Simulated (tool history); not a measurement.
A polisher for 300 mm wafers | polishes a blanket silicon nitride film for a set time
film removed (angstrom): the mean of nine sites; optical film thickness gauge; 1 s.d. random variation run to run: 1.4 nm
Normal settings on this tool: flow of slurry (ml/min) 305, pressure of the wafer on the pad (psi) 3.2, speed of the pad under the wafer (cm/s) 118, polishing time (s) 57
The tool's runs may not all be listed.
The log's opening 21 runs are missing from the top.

run   hour  flow of slurry (ml/min)  pressure of the wafer on the pad (psi)  speed of the pad under the wafer (cm/s)  polishing time (s)  incoming thickness of the incoming film, nm  film removed (angstrom)
 22  289.4                      305                                     2.8                                      144                  57                                        617.7                     1123
     295.8  -- worn pad replaced by a new one
 23  306.6                      305                                     3.7                                      118                  57                                        607.9                     1239
 24  312.6                      305                                     3.2                                      148                  57                                        622.0                     1323
 25  325.3                      220                                     4.3                                      140                  57                                        606.3                     1438
     327.0  -- slurry nozzle cleaned
 26  334.7                      240                                     3.2                                      118                  73                                        606.0                     1395
 27  343.6                      305                                     2.8                                      118                  57                                        611.1                     1017
 28  359.0                      260                                     3.2                                      140                  57                                        615.6                     1214
 29  371.7                      275                                     2.1                                      134                  73                                        609.9                     1158
     385.7  -- worn pad replaced by a new one
 30  386.2                      305                                     3.2                                      142                  57                                        605.1                     1281
 31  396.3                      365                                     3.2                                      100                  57                                        611.0                     1002
 32  411.9                      305                                     3.2                                      118                  57                                        609.1                     1094
 33  427.9                      305                                     3.2                                      118                  63                                        609.5                     1211
 34  437.5                      305                                     3.2                                      118                  57                                        609.7                     1085
 35  443.6                      350                                     2.2                                      154                  67                                        604.2                     1290
 36  453.0                      335                                     4.0                                      118                  57                                        613.2                     1212

Forecast each of these 5 alternatives for the next run:
  A  453.4                      305                                     2.6                                      118                  57                                        607.9                        ?
  B  453.4                      305                                     2.4                                      118                  57                                        607.9                        ?
  C  453.4                      255                                     3.2                                      118                  46                                        607.9                        ?
  D  453.4                      305                                     3.2                                      146                  57                                        607.9                        ?
  E  453.4                      245                                     4.0                                      144                  57                                        607.9                        ?

run  film removed (angstrom)
  A                      948
  B                      908
  C                      846
  D                     1248
  E                     1387
With no hidden state in the tool, these same runs would have given:
run  film removed (angstrom)
  A                     1013
  B                      970
  C                      903
  D                     1333
  E                     1481
